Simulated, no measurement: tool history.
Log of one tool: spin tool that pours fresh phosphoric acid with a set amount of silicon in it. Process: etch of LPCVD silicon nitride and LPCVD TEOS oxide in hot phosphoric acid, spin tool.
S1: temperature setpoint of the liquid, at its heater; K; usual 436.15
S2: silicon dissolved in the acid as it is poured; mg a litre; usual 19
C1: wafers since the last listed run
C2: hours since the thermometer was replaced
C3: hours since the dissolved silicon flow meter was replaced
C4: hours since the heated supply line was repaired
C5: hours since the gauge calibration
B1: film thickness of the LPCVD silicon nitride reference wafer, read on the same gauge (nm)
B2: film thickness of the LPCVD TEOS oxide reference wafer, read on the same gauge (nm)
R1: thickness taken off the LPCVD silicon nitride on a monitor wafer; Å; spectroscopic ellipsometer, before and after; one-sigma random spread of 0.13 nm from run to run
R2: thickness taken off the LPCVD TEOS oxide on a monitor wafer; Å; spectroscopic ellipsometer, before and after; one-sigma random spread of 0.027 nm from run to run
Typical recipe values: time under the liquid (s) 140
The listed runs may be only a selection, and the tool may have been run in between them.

Run 1, hour 0: usual settings; C1 0; C2 1413.2; C3 1275.3; C4 2081.9; C5 632.6; B1 99.96; B2 39.994. Result: R1 179.5 Å, R2 3.51 Å.
Run 2, hour 43.9: usual settings; C1 425; C2 1457.1; C3 1319.2; C4 2125.8; C5 676.5; B1 99.97; B2 39.997. Result: R1 178.5 Å, R2 3.47 Å.
Run 3, hour 106.6: usual settings; C1 607; C2 1519.8; C3 1381.9; C4 2188.5; C5 739.2; B1 99.98; B2 39.988. Result: R1 179.4 Å, R2 3.57 Å.
Run 4, hour 140.3: usual settings but time under the liquid (s) 115; C1 326; C2 1553.5; C3 1415.6; C4 2222.2; C5 772.9; B1 99.98; B2 39.994. Result: R1 147.9 Å, R2 2.95 Å.
Run 5, hour 180.4: usual settings but time under the liquid (s) 115; C1 388; C2 1593.6; C3 1455.7; C4 2262.3; C5 813; B1 100.01; B2 39.986. Result: R1 148.5 Å, R2 2.53 Å.
Run 6, hour 221.9: usual settings; C1 402; C2 1635.1; C3 1497.2; C4 2303.8; C5 854.5; B1 100.01; B2 39.998. Result: R1 181 Å, R2 3.8 Å.
Run 7, hour 289: usual settings; C1 650; C2 1702.2; C3 1564.3; C4 2370.9; C5 921.6; B1 100.04; B2 39.998. Result: R1 180 Å, R2 4.01 Å.
At hour 289.2: gauge calibrated.
Run 8, hour 325.6: usual settings; C1 354; C2 1738.8; C3 1600.9; C4 2407.5; C5 36.4; B1 100; B2 39.996. Result: R1 181.1 Å, R2 3.61 Å.
At hour 340.8: thermometer replaced.
Run 9, hour 390.6: usual settings but S1 438.15 K; C1 620; C2 49.8; C3 1665.9; C4 2472.5; C5 101.4; B1 100; B2 40.014. Result: R1 180.8 Å, R2 3.44 Å.
Run 10, hour 418.4: usual settings; C1 269; C2 77.6; C3 1693.7; C4 2500.3; C5 129.2; B1 99.94; B2 39.998. Result: R1 165.8 Å, R2 2.81 Å.
At hour 424.7: dissolved silicon flow meter replaced.
Run 11, hour 447: usual settings but S1 439.15 K, S2 25.5 mg a litre, time under the liquid (s) 190; C1 267; C2 106.2; C3 22.3; C4 2528.9; C5 157.8; B1 99.96; B2 39.991. Result: R1 254.2 Å, R2 4.78 Å.
Run 12, hour 483.6: usual settings but S1 435.15 K, S2 28.5 mg a litre, time under the liquid (s) 195; C1 354; C2 142.8; C3 58.9; C4 2565.5; C5 194.4; B1 100.01; B2 39.996. Result: R1 223.7 Å, R2 3.23 Å.
Run 13, hour 531.9: usual settings; C1 468; C2 191.1; C3 107.2; C4 2613.8; C5 242.7; B1 100.02; B2 39.989. Result: R1 170.1 Å, R2 2.79 Å.
At hour 536.9: heated supply line repaired.
Run 14, hour 573.5: usual settings but S1 433.65 K, S2 9.5 mg a litre, time under the liquid (s) 215; C1 393; C2 232.7; C3 148.8; C4 36.6; C5 284.3; B1 100.01; B2 40.006. Result: R1 238.3 Å, R2 6.01 Å.
Run 15, hour 622.6: usual settings; C1 476; C2 281.8; C3 197.9; C4 85.7; C5 333.4; B1 99.99; B2 39.999. Result: R1 170.6 Å, R2 3.37 Å.
Run 16, hour 669.3: usual settings but S1 433.15 K; C1 452; C2 328.5; C3 244.6; C4 132.4; C5 380.1; B1 100.01; B2 39.996. Result: R1 154 Å, R2 2.35 Å.
Run 17, hour 717.8: usual settings but S1 439.15 K, S2 27 mg a litre, time under the liquid (s) 70; C1 470; C2 377; C3 293.1; C4 180.9; C5 428.6; B1 100.02; B2 40.007. Result: R1 93.4 Å, R2 1.54 Å.
Run 18, hour 767.6: usual settings but S1 435.15 K, S2 28 mg a litre, time under the liquid (s) 70; C1 482; C2 426.8; C3 342.9; C4 230.7; C5 478.4; B1 100; B2 40.008. Result: R1 83.4 Å, R2 1.05 Å.

Each row is a separate what-if for the run after 18, all from the same tool condition, not one after another. Results?
Run A, hour 768.1: usual settings but S2 13 mg a litre; C1 4; C2 427.3; C3 343.4; C4 231.2; C5 478.9; B1 ?; B2 ?. Result: R1 ?, R2 ?.
Run B, hour 768.1: usual settings but time under the liquid (s) 85; C1 4; C2 427.3; C3 343.4; C4 231.2; C5 478.9; B1 ?; B2 ?. Result: R1 ?, R2 ?.
Run C, hour 768.1: usual settings but S1 438.65 K; C1 4; C2 427.3; C3 343.4; C4 231.2; C5 478.9; B1 ?; B2 ?. Result: R1 ?, R2 ?.
Run D, hour 768.1: usual settings but S1 439.15 K; C1 4; C2 427.3; C3 343.4; C4 231.2; C5 478.9; B1 ?; B2 ?. Result: R1 ?, R2 ?.

run     B1      B2     R1    R2
  A  99.97  39.995  169.3  3.78
  B  99.97  39.995  102.8  1.97
  C  99.97  39.995  183.8  3.88
  D  99.97  39.995  186.8  4.03
With the hidden condition removed and each run's random variation left untouched, the same runs would have given:
run     R1    R2
  A  164.7  3.56
  B    100  1.85
  C  178.8  3.65
  D  181.8  3.79

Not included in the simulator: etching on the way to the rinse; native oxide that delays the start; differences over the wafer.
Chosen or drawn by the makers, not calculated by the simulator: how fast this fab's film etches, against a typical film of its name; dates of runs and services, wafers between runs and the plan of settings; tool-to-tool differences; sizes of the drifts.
